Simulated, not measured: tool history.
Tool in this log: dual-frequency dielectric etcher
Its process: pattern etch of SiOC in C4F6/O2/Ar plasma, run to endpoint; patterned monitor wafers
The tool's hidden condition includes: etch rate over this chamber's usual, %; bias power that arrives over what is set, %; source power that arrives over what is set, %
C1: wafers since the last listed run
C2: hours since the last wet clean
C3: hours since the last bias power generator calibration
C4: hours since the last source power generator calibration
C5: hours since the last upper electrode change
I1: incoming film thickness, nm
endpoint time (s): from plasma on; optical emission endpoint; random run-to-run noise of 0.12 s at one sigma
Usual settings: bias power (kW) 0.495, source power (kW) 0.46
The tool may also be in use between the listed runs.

{"run": 1, "hour": 0.0, "bias power (kW)": 0.46, "source power (kW)": 0.38, "C1": 0, "C2": 309.7, "C3": 1464.2, "C4": 2213.6, "C5": 1498.1, "I1": 39.09, "endpoint time (s)": 15.7}
{"run": 2, "hour": 24.9, "bias power (kW)": 0.495, "source power (kW)": 0.46, "C1": 618, "C2": 334.6, "C3": 1489.1, "C4": 2238.5, "C5": 1523, "I1": 39.45, "endpoint time (s)": 14.1}
{"run": 3, "hour": 48.1, "bias power (kW)": 0.419, "source power (kW)": 0.51, "C1": 575, "C2": 357.8, "C3": 1512.3, "C4": 2261.7, "C5": 1546.2, "I1": 39.5, "endpoint time (s)": 14.5}
{"run": 4, "hour": 77.6, "bias power (kW)": 0.419, "source power (kW)": 0.51, "C1": 732, "C2": 387.3, "C3": 1541.8, "C4": 2291.2, "C5": 1575.7, "I1": 39.38, "endpoint time (s)": 14.9}
{"run": 5, "hour": 112.6, "bias power (kW)": 0.419, "source power (kW)": 0.51, "C1": 868, "C2": 422.3, "C3": 1576.8, "C4": 2326.2, "C5": 1610.7, "I1": 39.6, "endpoint time (s)": 14.6}
{"run": 6, "hour": 144.4, "bias power (kW)": 0.575, "source power (kW)": 0.46, "C1": 789, "C2": 454.1, "C3": 1608.6, "C4": 2358, "C5": 1642.5, "I1": 39.53, "endpoint time (s)": 13.5}
{"hour": 159.0, "done": "bias power generator calibrated"}
{"hour": 178.5, "done": "wet clean of the chamber"}
{"run": 7, "hour": 232.6, "bias power (kW)": 0.575, "source power (kW)": 0.46, "C1": 1603, "C2": 54.1, "C3": 73.6, "C4": 2446.2, "C5": 1730.7, "I1": 39.26, "endpoint time (s)": 13.2}
{"run": 8, "hour": 265.0, "bias power (kW)": 0.575, "source power (kW)": 0.46, "C1": 804, "C2": 86.5, "C3": 106, "C4": 2478.6, "C5": 1763.1, "I1": 39.56, "endpoint time (s)": 12.9}
{"run": 9, "hour": 294.3, "bias power (kW)": 0.495, "source power (kW)": 0.46, "C1": 727, "C2": 115.8, "C3": 135.3, "C4": 2507.9, "C5": 1792.4, "I1": 39.68, "endpoint time (s)": 13.8}
{"hour": 311.8, "done": "source power generator calibrated"}
{"hour": 342.8, "done": "upper electrode replaced"}
{"run": 10, "hour": 343.3, "bias power (kW)": 0.495, "source power (kW)": 0.46, "C1": 521, "C2": 164.8, "C3": 184.3, "C4": 31.5, "C5": 0.5, "I1": 39.56, "endpoint time (s)": 14}
{"run": 11, "hour": 343.6, "bias power (kW)": 0.575, "source power (kW)": 0.46, "C1": 7, "C2": 165.1, "C3": 184.6, "C4": 31.8, "C5": 0.8, "I1": 39.13, "endpoint time (s)": 13.1}
{"run": 12, "hour": 367.3, "bias power (kW)": 0.495, "source power (kW)": 0.55, "C1": 588, "C2": 188.8, "C3": 208.3, "C4": 55.5, "C5": 24.5, "I1": 39.53, "endpoint time (s)": 13.1}
{"run": 13, "hour": 388.6, "bias power (kW)": 0.495, "source power (kW)": 0.46, "C1": 528, "C2": 210.1, "C3": 229.6, "C4": 76.8, "C5": 45.8, "I1": 39.32, "endpoint time (s)": 13.7}

Run 14 has not been measured yet. What should we expect?
{"run": 14, "hour": 403.2, "bias power (kW)": 0.379, "source power (kW)": 0.57, "C1": 362, "C2": 224.7, "C3": 244.2, "C4": 91.4, "C5": 60.4, "I1": 39.24, "endpoint time (s)": "?"}

endpoint time (s): 14.3
Were there no unlogged condition in the tool, this run, its random variation unchanged, would have produced endpoint time (s) 13.9.

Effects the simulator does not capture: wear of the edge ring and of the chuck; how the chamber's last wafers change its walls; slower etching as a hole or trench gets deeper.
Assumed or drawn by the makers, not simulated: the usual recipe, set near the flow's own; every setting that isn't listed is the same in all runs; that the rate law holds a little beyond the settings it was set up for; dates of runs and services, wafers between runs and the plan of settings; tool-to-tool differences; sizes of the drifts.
